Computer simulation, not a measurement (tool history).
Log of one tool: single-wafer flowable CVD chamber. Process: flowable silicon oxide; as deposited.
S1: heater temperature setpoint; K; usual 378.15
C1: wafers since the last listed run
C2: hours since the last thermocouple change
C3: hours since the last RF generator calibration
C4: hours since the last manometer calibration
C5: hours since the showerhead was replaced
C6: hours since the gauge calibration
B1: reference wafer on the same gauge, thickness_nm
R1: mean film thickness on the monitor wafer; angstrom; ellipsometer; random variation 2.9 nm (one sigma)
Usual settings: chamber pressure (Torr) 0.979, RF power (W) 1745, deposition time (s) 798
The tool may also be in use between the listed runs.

run 1 day=0.000 | S1=388.15 chamber_pressure_(Torr)=0.979 RF_power_(W)=2015 deposition_time_(s)=798 | C1=0 C2=818.1 C3=474.6 C4=1611.8 C5=5744.8 C6=429.6 | B1=496.218 | R1=3511.55
run 2 day=1.808 | S1=378.15 chamber_pressure_(Torr)=1.065 RF_power_(W)=1745 deposition_time_(s)=798 | C1=104 C2=861.5 C3=518.0 C4=1655.2 C5=5788.2 C6=473.0 | B1=496.022 | R1=5316.15
run 3 day=4.346 | S1=378.15 chamber_pressure_(Torr)=1.065 RF_power_(W)=1745 deposition_time_(s)=798 | C1=146 C2=922.4 C3=578.9 C4=1716.1 C5=5849.1 C6=533.9 | B1=495.191 | R1=5387.49
run 4 day=6.017 | S1=378.15 chamber_pressure_(Torr)=1.065 RF_power_(W)=1745 deposition_time_(s)=798 | C1=96 C2=962.5 C3=619.0 C4=1756.2 C5=5889.2 C6=574.0 | B1=496.352 | R1=5350.29
run 5 day=9.004 | S1=378.15 chamber_pressure_(Torr)=0.979 RF_power_(W)=1745 deposition_time_(s)=798 | C1=172 C2=1034.2 C3=690.7 C4=1827.9 C5=5960.9 C6=645.7 | B1=495.163 | R1=4926.13
run 6 day=10.242 | S1=378.15 chamber_pressure_(Torr)=0.979 RF_power_(W)=1745 deposition_time_(s)=798 | C1=71 C2=1063.9 C3=720.4 C4=1857.6 C5=5990.6 C6=675.4 | B1=496.034 | R1=4937.71
run 7 day=12.983 | S1=378.15 chamber_pressure_(Torr)=0.979 RF_power_(W)=1745 deposition_time_(s)=798 | C1=157 C2=1129.7 C3=786.2 C4=1923.4 C5=6056.4 C6=741.2 | B1=495.065 | R1=4918.05
run 8 day=15.762 | S1=371.15 chamber_pressure_(Torr)=0.778 RF_power_(W)=1870 deposition_time_(s)=853 | C1=160 C2=1196.4 C3=852.9 C4=1990.1 C5=6123.1 C6=807.9 | B1=494.945 | R1=5495.75
-- day=15.808 gauge calibrated
-- day=16.908 capacitance manometer re-zeroed and calibrated
run 9 day=18.446 | S1=378.15 chamber_pressure_(Torr)=0.979 RF_power_(W)=1745 deposition_time_(s)=798 | C1=135 C2=1260.8 C3=917.3 C4=36.9 C5=6187.5 C6=63.3 | B1=495.453 | R1=4913.72
run 10 day=21.283 | S1=393.15 chamber_pressure_(Torr)=1.182 RF_power_(W)=1615 deposition_time_(s)=711 | C1=163 C2=1328.9 C3=985.4 C4=105.0 C5=6255.6 C6=131.4 | B1=496.285 | R1=2976.61
-- day=22.479 showerhead replaced
-- day=23.188 RF generator calibrated
run 11 day=23.521 | S1=378.15 chamber_pressure_(Torr)=1.081 RF_power_(W)=1745 deposition_time_(s)=868 | C1=90 C2=1382.6 C3=8.0 C4=158.7 C5=25.0 C6=185.1 | B1=495.583 | R1=5994.80
-- day=28.283 thermocouple changed; heater temperature recalibrated
run 12 day=32.358 | S1=378.15 chamber_pressure_(Torr)=0.768 RF_power_(W)=1745 deposition_time_(s)=798 | C1=489 C2=97.8 C3=220.1 C4=370.8 C5=237.1 C6=397.2 | B1=495.344 | R1=3888.71
run 13 day=34.088 | S1=383.15 chamber_pressure_(Torr)=0.853 RF_power_(W)=2040 deposition_time_(s)=871 | C1=99 C2=139.3 C3=261.6 C4=412.3 C5=278.6 C6=438.7 | B1=495.746 | R1=4056.20
run 14 day=35.796 | S1=384.15 chamber_pressure_(Torr)=0.979 RF_power_(W)=1745 deposition_time_(s)=798 | C1=98 C2=180.3 C3=302.6 C4=453.3 C5=319.6 C6=479.7 | B1=496.005 | R1=3943.74

Forecast each of these 4 alternatives for the next run:
run A day=35.821 | S1=387.15 chamber_pressure_(Torr)=0.979 RF_power_(W)=1745 deposition_time_(s)=798 | C1=1 C2=180.9 C3=303.2 C4=453.9 C5=320.2 C6=480.3 | B1=? | R1=?
run B day=35.821 | S1=390.15 chamber_pressure_(Torr)=0.979 RF_power_(W)=1655 deposition_time_(s)=904 | C1=1 C2=180.9 C3=303.2 C4=453.9 C5=320.2 C6=480.3 | B1=? | R1=?
run C day=35.821 | S1=374.15 chamber_pressure_(Torr)=0.734 RF_power_(W)=2070 deposition_time_(s)=926 | C1=1 C2=180.9 C3=303.2 C4=453.9 C5=320.2 C6=480.3 | B1=? | R1=?
run D day=35.821 | S1=378.15 chamber_pressure_(Torr)=0.979 RF_power_(W)=1745 deposition_time_(s)=841 | C1=1 C2=180.9 C3=303.2 C4=453.9 C5=320.2 C6=480.3 | B1=? | R1=?

run=A B1=495.978 R1=3563.81
run=B B1=495.978 R1=3588.76
run=C B1=495.978 R1=5224.67
run=D B1=495.978 R1=5216.79
Without the tool's hidden state the same runs would have given:
run=A R1=3615.33
run=B R1=3640.64
run=C R1=5281.87
run=D R1=5292.20
